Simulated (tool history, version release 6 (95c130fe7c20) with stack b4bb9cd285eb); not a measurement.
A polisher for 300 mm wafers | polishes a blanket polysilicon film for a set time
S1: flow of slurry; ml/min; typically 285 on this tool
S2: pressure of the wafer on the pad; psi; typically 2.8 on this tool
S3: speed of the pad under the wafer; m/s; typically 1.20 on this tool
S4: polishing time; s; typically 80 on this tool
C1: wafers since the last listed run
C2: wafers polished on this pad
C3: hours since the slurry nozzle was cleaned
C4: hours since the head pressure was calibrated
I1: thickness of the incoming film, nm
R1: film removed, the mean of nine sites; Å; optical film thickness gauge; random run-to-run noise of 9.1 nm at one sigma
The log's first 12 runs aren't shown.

run,hour,S1,S2,S3,S4,C1,C2,C3,C4,I1,R1
13,339.8,375,2.2,1.20,80,204,526,575.0,107.7,2237.3,7100
# hour 374.3: slurry nozzle cleaned
14,374.7,215,3.1,1.50,80,192,719,0.4,142.6,2247.4,11648
15,409.4,285,2.8,1.20,80,197,916,35.1,177.3,2234.6,8705
16,422.3,375,3.5,0.78,80,73,989,48.0,190.2,2264.5,7034
17,445.3,375,3.1,1.58,63,130,1120,71.0,213.2,2288.8,10214
18,461.4,285,2.2,1.20,80,91,1212,87.1,229.3,2257.3,7053
19,477.3,215,2.1,1.46,93,90,1302,103.0,245.2,2271.8,9423
# hour 493.3: worn pad replaced by a new one
20,503.5,285,2.8,1.20,80,126,58,129.2,271.4,2237.6,8547
21,532.8,285,2.8,1.58,58,166,224,158.5,300.7,2262.3,8188
22,567.0,285,2.8,1.04,80,194,419,192.7,334.9,2247.6,7388
23,592.0,285,2.8,0.96,80,142,561,217.7,359.9,2281.4,6802
24,613.7,285,2.8,1.20,80,123,685,239.4,381.6,2250.4,8606
25,647.7,250,3.6,1.62,80,193,878,273.4,415.6,2244.2,14393
26,738.7,285,2.8,1.20,80,517,1396,364.4,506.6,2270.8,8551
27,756.7,220,2.8,1.20,98,102,1498,382.4,524.6,2263.7,10246
28,783.1,375,3.7,1.20,80,150,1648,408.8,551.0,2259.8,11269
# hour 808.2: worn pad replaced by a new one
29,813.6,285,2.8,1.20,91,150,30,439.3,581.5,2239.6,9849
30,920.9,285,2.8,1.20,103,610,641,546.6,688.8,2243.0,11322
31,948.4,195,2.2,1.20,53,156,797,574.1,716.3,2233.7,4483
32,970.0,285,3.5,1.20,80,122,920,595.7,737.9,2292.0,10568
# hour 974.2: slurry nozzle cleaned
33,986.5,285,2.8,1.20,80,88,1008,12.3,754.4,2289.3,8583
34,1002.3,285,2.8,0.80,69,89,1098,28.1,770.2,2263.5,4988
35,1014.9,285,2.8,1.20,80,71,1170,40.7,782.8,2250.3,8548
36,1035.0,285,3.1,0.98,80,114,1284,60.8,802.9,2266.2,7795

Consider 5 possible next runs. They are alternatives, not a sequence: every one starts from the tool as it was left by run 36. What does each give?
A,1035.4,285,2.5,1.20,80,2,1286,61.2,803.3,2258.0,?
B,1035.4,285,2.0,1.20,54,2,1286,61.2,803.3,2258.0,?
C,1035.4,285,2.8,1.20,59,2,1286,61.2,803.3,2258.0,?
D,1035.4,285,2.8,1.58,80,2,1286,61.2,803.3,2258.0,?
E,1035.4,285,2.8,1.00,89,2,1286,61.2,803.3,2258.0,?

run,R1
A,7841
B,4392
C,6373
D,11378
E,8011
With no hidden state in the tool, these same runs would have given:
run,R1
A,7841
B,4392
C,6373
D,11378
E,8011

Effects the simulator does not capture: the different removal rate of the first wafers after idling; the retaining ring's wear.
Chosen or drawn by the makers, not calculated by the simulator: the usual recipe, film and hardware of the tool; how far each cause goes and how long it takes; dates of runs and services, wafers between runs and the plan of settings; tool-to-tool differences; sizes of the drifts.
